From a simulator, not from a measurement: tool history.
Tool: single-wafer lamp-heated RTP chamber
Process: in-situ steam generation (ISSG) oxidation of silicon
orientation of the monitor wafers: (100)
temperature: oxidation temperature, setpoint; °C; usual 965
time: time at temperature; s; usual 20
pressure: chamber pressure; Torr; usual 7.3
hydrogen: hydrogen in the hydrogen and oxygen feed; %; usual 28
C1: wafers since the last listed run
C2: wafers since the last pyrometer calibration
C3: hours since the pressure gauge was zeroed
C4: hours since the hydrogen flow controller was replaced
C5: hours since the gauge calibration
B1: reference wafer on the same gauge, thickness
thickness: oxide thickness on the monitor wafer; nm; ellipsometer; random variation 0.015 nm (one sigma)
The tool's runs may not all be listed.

run 1 hour=0.0 | temperature=959 time=20 pressure=7.3 hydrogen=28 | C1=0 C2=1153 C3=1011.8 C4=2922.9 C5=575.3 | B1=5.533 | thickness=4.628
run 2 hour=36.3 | temperature=965 time=20 pressure=7.3 hydrogen=28 | C1=462 C2=1616 C3=1048.1 C4=2959.2 C5=611.6 | B1=5.536 | thickness=4.729
run 3 hour=79.8 | temperature=965 time=20 pressure=7.3 hydrogen=28 | C1=554 C2=2171 C3=1091.6 C4=3002.7 C5=655.1 | B1=5.531 | thickness=4.716
run 4 hour=106.9 | temperature=965 time=20 pressure=7.3 hydrogen=28 | C1=345 C2=2516 C3=1118.7 C4=3029.8 C5=682.2 | B1=5.527 | thickness=4.705
run 5 hour=141.3 | temperature=965 time=20 pressure=7.3 hydrogen=28 | C1=438 C2=2955 C3=1153.1 C4=3064.2 C5=716.6 | B1=5.530 | thickness=4.738
run 6 hour=181.5 | temperature=965 time=20 pressure=7.3 hydrogen=28 | C1=512 C2=3467 C3=1193.3 C4=3104.4 C5=756.8 | B1=5.524 | thickness=4.698
run 7 hour=219.1 | temperature=965 time=26 pressure=7.3 hydrogen=28 | C1=479 C2=3947 C3=1230.9 C4=3142.0 C5=794.4 | B1=5.525 | thickness=5.280
run 8 hour=268.9 | temperature=965 time=20 pressure=7.3 hydrogen=28 | C1=634 C2=4582 C3=1280.7 C4=3191.8 C5=844.2 | B1=5.520 | thickness=4.719
-- hour=294.0 gauge calibrated
run 9 hour=333.5 | temperature=965 time=20 pressure=7.3 hydrogen=28 | C1=823 C2=5405 C3=1345.3 C4=3256.4 C5=39.5 | B1=5.645 | thickness=4.819
run 10 hour=380.0 | temperature=958 time=20 pressure=7.3 hydrogen=25 | C1=592 C2=5998 C3=1391.8 C4=3302.9 C5=86.0 | B1=5.630 | thickness=4.560
run 11 hour=409.5 | temperature=965 time=20 pressure=8.7 hydrogen=19 | C1=376 C2=6374 C3=1421.3 C4=3332.4 C5=115.5 | B1=5.617 | thickness=4.359
-- hour=432.8 pyrometer window cleaned and pyrometer calibrated
run 12 hour=467.7 | temperature=965 time=15 pressure=6.9 hydrogen=28 | C1=640 C2=444 C3=1479.5 C4=3390.6 C5=173.7 | B1=5.599 | thickness=4.274
-- hour=522.6 hydrogen flow controller replaced
run 13 hour=523.1 | temperature=965 time=20 pressure=6.9 hydrogen=28 | C1=604 C2=1048 C3=1534.9 C4=0.5 C5=229.1 | B1=5.588 | thickness=4.747
run 14 hour=576.1 | temperature=965 time=20 pressure=7.3 hydrogen=28 | C1=675 C2=1724 C3=1587.9 C4=53.5 C5=282.1 | B1=5.576 | thickness=4.734
-- hour=612.7 pressure gauge zeroed
run 15 hour=622.9 | temperature=965 time=20 pressure=7.3 hydrogen=28 | C1=494 C2=2219 C3=10.2 C4=100.3 C5=328.9 | B1=5.568 | thickness=4.745
run 16 hour=688.4 | temperature=951 time=20 pressure=6.9 hydrogen=25 | C1=835 C2=3054 C3=75.7 C4=165.8 C5=394.4 | B1=5.557 | thickness=4.385
run 17 hour=750.9 | temperature=965 time=20 pressure=7.3 hydrogen=28 | C1=796 C2=3851 C3=138.2 C4=228.3 C5=456.9 | B1=5.549 | thickness=4.755
run 18 hour=795.5 | temperature=955 time=20 pressure=7.3 hydrogen=28 | C1=568 C2=4419 C3=182.8 C4=272.9 C5=501.5 | B1=5.542 | thickness=4.599
run 19 hour=865.4 | temperature=965 time=20 pressure=7.3 hydrogen=28 | C1=891 C2=5310 C3=252.7 C4=342.8 C5=571.4 | B1=5.540 | thickness=4.764

5 ways to go on from here, each from the tool as it stands after run 19. What would each give?
run A hour=865.8 | temperature=965 time=20 pressure=7.3 hydrogen=28 | C1=5 C2=5315 C3=253.1 C4=343.2 C5=571.8 | B1=? | thickness=?
run B hour=865.8 | temperature=965 time=18 pressure=6.9 hydrogen=28 | C1=5 C2=5315 C3=253.1 C4=343.2 C5=571.8 | B1=? | thickness=?
run C hour=865.8 | temperature=984 time=25 pressure=7.3 hydrogen=32 | C1=5 C2=5315 C3=253.1 C4=343.2 C5=571.8 | B1=? | thickness=?
run D hour=865.8 | temperature=965 time=18 pressure=7.3 hydrogen=32 | C1=5 C2=5315 C3=253.1 C4=343.2 C5=571.8 | B1=? | thickness=?
run E hour=865.8 | temperature=965 time=17 pressure=7.3 hydrogen=28 | C1=5 C2=5315 C3=253.1 C4=343.2 C5=571.8 | B1=? | thickness=?

run=A B1=5.538 thickness=4.727
run=B B1=5.538 thickness=4.520
run=C B1=5.538 thickness=5.784
run=D B1=5.538 thickness=4.703
run=E B1=5.538 thickness=4.426
Without the tool's hidden state the same runs would have given:
run=A thickness=4.829
run=B thickness=4.617
run=C thickness=5.908
run=D thickness=4.804
run=E thickness=4.521
